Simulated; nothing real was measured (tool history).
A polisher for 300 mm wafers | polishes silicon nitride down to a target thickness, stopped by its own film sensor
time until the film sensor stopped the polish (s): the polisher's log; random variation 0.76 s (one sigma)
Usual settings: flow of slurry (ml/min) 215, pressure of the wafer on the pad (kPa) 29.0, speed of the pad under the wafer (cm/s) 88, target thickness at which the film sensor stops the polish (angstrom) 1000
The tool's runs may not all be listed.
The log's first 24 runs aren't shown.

| run | hour | flow of slurry (ml/min) | pressure of the wafer on the pad (kPa) | speed of the pad under the wafer (cm/s) | target thickness at which the film sensor stops the polish (angstrom) | incoming thickness of the incoming film, nm | time until the film sensor stopped the polish (s) |
|---|---|---|---|---|---|---|---|
| 25 | 716.6 | 215 | 29.0 | 88 | 1000 | 215.6 | 63.7 |
| 26 | 733.3 | 215 | 29.0 | 88 | 1000 | 221.4 | 69.0 |
|  | 746.6 | worn pad replaced by a new one |
| 27 | 786.6 | 215 | 29.0 | 88 | 1000 | 218.0 | 62.1 |
| 28 | 818.9 | 215 | 33.8 | 88 | 1000 | 218.6 | 56.9 |
| 29 | 841.2 | 250 | 29.0 | 88 | 1000 | 221.8 | 65.4 |
| 30 | 873.9 | 215 | 29.0 | 72 | 580 | 223.2 | 102.6 |
| 31 | 907.9 | 290 | 29.0 | 88 | 1410 | 224.8 | 45.3 |
| 32 | 935.3 | 165 | 29.0 | 74 | 1000 | 223.9 | 78.8 |
| 33 | 954.9 | 215 | 35.9 | 88 | 890 | 218.7 | 62.3 |
| 34 | 970.8 | 215 | 33.1 | 88 | 880 | 220.7 | 69.1 |
| 35 | 1006.6 | 215 | 29.0 | 88 | 1000 | 216.1 | 66.3 |
| 36 | 1031.2 | 235 | 22.8 | 108 | 1250 | 220.0 | 54.7 |

5 ways to go on from here, each from the tool as it stands after run 36. What would each give?
| A | 1031.6 | 215 | 29.0 | 88 | 1180 | 219.5 | ? |
| B | 1031.6 | 215 | 32.4 | 62 | 810 | 219.5 | ? |
| C | 1031.6 | 145 | 25.5 | 88 | 1000 | 219.5 | ? |
| D | 1031.6 | 170 | 19.3 | 116 | 700 | 219.5 | ? |
| E | 1031.6 | 175 | 23.4 | 106 | 590 | 219.5 | ? |

| run | time until the film sensor stopped the polish (s) |
|---|---|
| A | 57.3 |
| B | 90.9 |
| C | 77.0 |
| D | 94.3 |
| E | 94.5 |
Without the tool's hidden state the same runs would have given:
| run | time until the film sensor stopped the polish (s) |
|---|---|
| A | 51.3 |
| B | 81.3 |
| C | 68.9 |
| D | 84.3 |
| E | 84.5 |
